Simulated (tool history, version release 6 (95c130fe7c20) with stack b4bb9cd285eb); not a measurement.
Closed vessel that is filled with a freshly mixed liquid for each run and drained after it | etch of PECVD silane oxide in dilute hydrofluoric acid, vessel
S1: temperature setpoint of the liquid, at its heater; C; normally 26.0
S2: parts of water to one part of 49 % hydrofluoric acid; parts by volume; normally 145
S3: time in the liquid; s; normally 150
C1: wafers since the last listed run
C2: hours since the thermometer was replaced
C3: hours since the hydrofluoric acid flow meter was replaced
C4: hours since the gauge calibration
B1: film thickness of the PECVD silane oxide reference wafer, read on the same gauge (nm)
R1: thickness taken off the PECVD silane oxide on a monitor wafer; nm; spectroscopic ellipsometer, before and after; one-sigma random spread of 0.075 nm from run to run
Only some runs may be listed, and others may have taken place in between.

run     day    S1   S2   S3     C1      C2      C3      C4      B1     R1
  1   0.000  26.0  145  150      0   645.5  1133.4    62.0  109.99  20.08
  2   2.083  26.0  145  150   6712   695.5  1183.4   112.0  109.97  20.18
  3   3.738  26.0  145  150   5329   735.2  1223.1   151.7  109.99  20.09
  4   5.938  26.0  145  130   7088   788.0  1275.9   204.5  109.97  17.46
  5  11.846  26.0  145  130  19036   929.8  1417.7   346.3  109.96  17.46
  6  13.892  26.0  145  150   6591   978.9  1466.8   395.4  110.00  20.11
  7  15.225  26.0  145  150   4295  1010.9  1498.8   427.4  110.03  20.24
  8  18.175  26.0  145  150   9504  1081.7  1569.6   498.2  109.98  20.36
  9  20.175  26.0  145  150   6443  1129.7  1617.6   546.2  109.99  20.24
 10  23.029  26.0  145  150   9195  1198.2  1686.1   614.7  110.00  20.14
 11  25.658  26.0  145  150   8470  1261.3  1749.2   677.8  109.99  20.35
 12  27.375  26.0  145  150   5530  1302.5  1790.4   719.0  109.99  20.10
     30.454  -- thermometer replaced
 13  35.975  26.0  145  150  27574   132.5  1996.8   925.4  110.01  20.32
     37.471  -- hydrofluoric acid flow meter replaced
 14  38.150  26.0  145  150   6873   184.7    16.3   977.6  110.03  20.89
 15  39.188  23.5  145  150   3342   209.6    41.2  1002.5  109.99  18.90
     39.996  -- gauge calibrated
 16  40.904  23.0  120  150   5530   250.8    82.4    21.8  110.01  22.98
 17  42.521  30.5   95  220   5208   289.6   121.2    60.6  109.99  59.02
 18  43.721  24.0  180  210   3866   318.4   150.0    89.4  110.00  20.86

What will run 19 give?
 19  44.854  26.0  95  150  3651  345.6  177.2  116.6   ?   ?

B1: 109.98
R1: 33.75 nm
Take away the tool's hidden state, keep the run-to-run variation as it was, and the same run would have given R1 32.02 nm.

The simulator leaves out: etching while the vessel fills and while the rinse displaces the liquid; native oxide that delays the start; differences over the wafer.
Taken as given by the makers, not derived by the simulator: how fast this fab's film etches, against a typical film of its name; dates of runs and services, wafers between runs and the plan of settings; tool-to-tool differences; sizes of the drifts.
